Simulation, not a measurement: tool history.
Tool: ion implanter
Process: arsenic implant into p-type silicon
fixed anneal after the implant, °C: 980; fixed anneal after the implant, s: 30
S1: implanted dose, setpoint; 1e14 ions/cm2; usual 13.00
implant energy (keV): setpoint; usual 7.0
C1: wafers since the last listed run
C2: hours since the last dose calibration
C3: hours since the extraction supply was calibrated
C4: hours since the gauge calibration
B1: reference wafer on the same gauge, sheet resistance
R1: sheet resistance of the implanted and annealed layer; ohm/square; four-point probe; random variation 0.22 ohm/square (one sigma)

{"run": 1, "hour": 0.0, "S1": 13.0, "implant energy (keV)": 7.0, "C1": 0, "C2": 1171.0, "C3": 2287.5, "C4": 149.8, "B1": 137.01, "R1": 144.23}
{"run": 2, "hour": 19.8, "S1": 13.8, "implant energy (keV)": 7.0, "C1": 286, "C2": 1190.8, "C3": 2307.3, "C4": 169.6, "B1": 136.97, "R1": 142.21}
{"run": 3, "hour": 43.1, "S1": 13.8, "implant energy (keV)": 7.0, "C1": 337, "C2": 1214.1, "C3": 2330.6, "C4": 192.9, "B1": 136.95, "R1": 141.99}
{"run": 4, "hour": 84.9, "S1": 13.0, "implant energy (keV)": 8.5, "C1": 605, "C2": 1255.9, "C3": 2372.4, "C4": 234.7, "B1": 136.91, "R1": 139.14}
{"run": 5, "hour": 103.2, "S1": 13.0, "implant energy (keV)": 7.0, "C1": 265, "C2": 1274.2, "C3": 2390.7, "C4": 253.0, "B1": 137.03, "R1": 143.9}
{"run": 6, "hour": 133.1, "S1": 13.0, "implant energy (keV)": 7.0, "C1": 433, "C2": 1304.1, "C3": 2420.6, "C4": 282.9, "B1": 137.09, "R1": 144.28}
{"run": 7, "hour": 162.2, "S1": 13.0, "implant energy (keV)": 7.0, "C1": 421, "C2": 1333.2, "C3": 2449.7, "C4": 312.0, "B1": 137.03, "R1": 144.16}
{"hour": 193.5, "done": "extraction supply calibrated"}
{"run": 8, "hour": 196.2, "S1": 13.0, "implant energy (keV)": 7.0, "C1": 376, "C2": 1367.2, "C3": 2.7, "C4": 346.0, "B1": 137.01, "R1": 144.15}
{"run": 9, "hour": 227.3, "S1": 13.0, "implant energy (keV)": 7.0, "C1": 450, "C2": 1398.3, "C3": 33.8, "C4": 377.1, "B1": 136.99, "R1": 144.27}
{"hour": 239.9, "done": "gauge calibrated"}
{"run": 10, "hour": 256.6, "S1": 13.0, "implant energy (keV)": 7.0, "C1": 424, "C2": 1427.6, "C3": 63.1, "C4": 16.7, "B1": 137.01, "R1": 144.15}
{"run": 11, "hour": 291.4, "S1": 13.0, "implant energy (keV)": 7.0, "C1": 504, "C2": 1462.4, "C3": 97.9, "C4": 51.5, "B1": 136.98, "R1": 144.13}
{"run": 12, "hour": 306.6, "S1": 11.77, "implant energy (keV)": 9.0, "C1": 220, "C2": 1477.6, "C3": 113.1, "C4": 66.7, "B1": 137.01, "R1": 141.78}
{"run": 13, "hour": 320.5, "S1": 13.0, "implant energy (keV)": 7.0, "C1": 201, "C2": 1491.5, "C3": 127.0, "C4": 80.6, "B1": 137.0, "R1": 143.98}
{"hour": 332.8, "done": "Faraday cup replaced and dose calibrated"}
{"run": 14, "hour": 352.5, "S1": 15.37, "implant energy (keV)": 5.0, "C1": 347, "C2": 19.7, "C3": 159.0, "C4": 112.6, "B1": 137.03, "R1": 146.42}
{"run": 15, "hour": 374.6, "S1": 14.64, "implant energy (keV)": 5.0, "C1": 320, "C2": 41.8, "C3": 181.1, "C4": 134.7, "B1": 136.99, "R1": 147.96}
{"run": 16, "hour": 393.6, "S1": 13.0, "implant energy (keV)": 7.0, "C1": 275, "C2": 60.8, "C3": 200.1, "C4": 153.7, "B1": 137.03, "R1": 143.99}
{"run": 17, "hour": 420.5, "S1": 10.91, "implant energy (keV)": 5.5, "C1": 389, "C2": 87.7, "C3": 227.0, "C4": 180.6, "B1": 136.99, "R1": 156.75}
{"run": 18, "hour": 449.6, "S1": 13.0, "implant energy (keV)": 9.5, "C1": 421, "C2": 116.8, "C3": 256.1, "C4": 209.7, "B1": 137.06, "R1": 136.49}
{"run": 19, "hour": 483.5, "S1": 10.67, "implant energy (keV)": 6.5, "C1": 491, "C2": 150.7, "C3": 290.0, "C4": 243.6, "B1": 136.98, "R1": 153.74}
{"run": 20, "hour": 508.7, "S1": 15.97, "implant energy (keV)": 7.5, "C1": 365, "C2": 175.9, "C3": 315.2, "C4": 268.8, "B1": 137.05, "R1": 135.95}
{"run": 21, "hour": 523.8, "S1": 13.0, "implant energy (keV)": 7.0, "C1": 218, "C2": 191.0, "C3": 330.3, "C4": 283.9, "B1": 137.03, "R1": 144.34}
{"run": 22, "hour": 558.1, "S1": 13.0, "implant energy (keV)": 7.0, "C1": 496, "C2": 225.3, "C3": 364.6, "C4": 318.2, "B1": 136.96, "R1": 144.17}

3 ways to go on from here, each from the tool as it stands after run 22. What would each give?
{"run": "A", "hour": 558.5, "S1": 13.0, "implant energy (keV)": 7.0, "C1": 5, "C2": 225.7, "C3": 365.0, "C4": 318.6, "B1": "?", "R1": "?"}
{"run": "B", "hour": 558.5, "S1": 9.69, "implant energy (keV)": 7.0, "C1": 5, "C2": 225.7, "C3": 365.0, "C4": 318.6, "B1": "?", "R1": "?"}
{"run": "C", "hour": 558.5, "S1": 16.03, "implant energy (keV)": 9.0, "C1": 5, "C2": 225.7, "C3": 365.0, "C4": 318.6, "B1": "?", "R1": "?"}

run=A B1=137.07 R1=144.30
run=B B1=137.07 R1=156.43
run=C B1=137.07 R1=131.76
Without the tool's hidden state the same runs would have given:
run=A R1=144.30
run=B R1=156.43
run=C R1=131.76

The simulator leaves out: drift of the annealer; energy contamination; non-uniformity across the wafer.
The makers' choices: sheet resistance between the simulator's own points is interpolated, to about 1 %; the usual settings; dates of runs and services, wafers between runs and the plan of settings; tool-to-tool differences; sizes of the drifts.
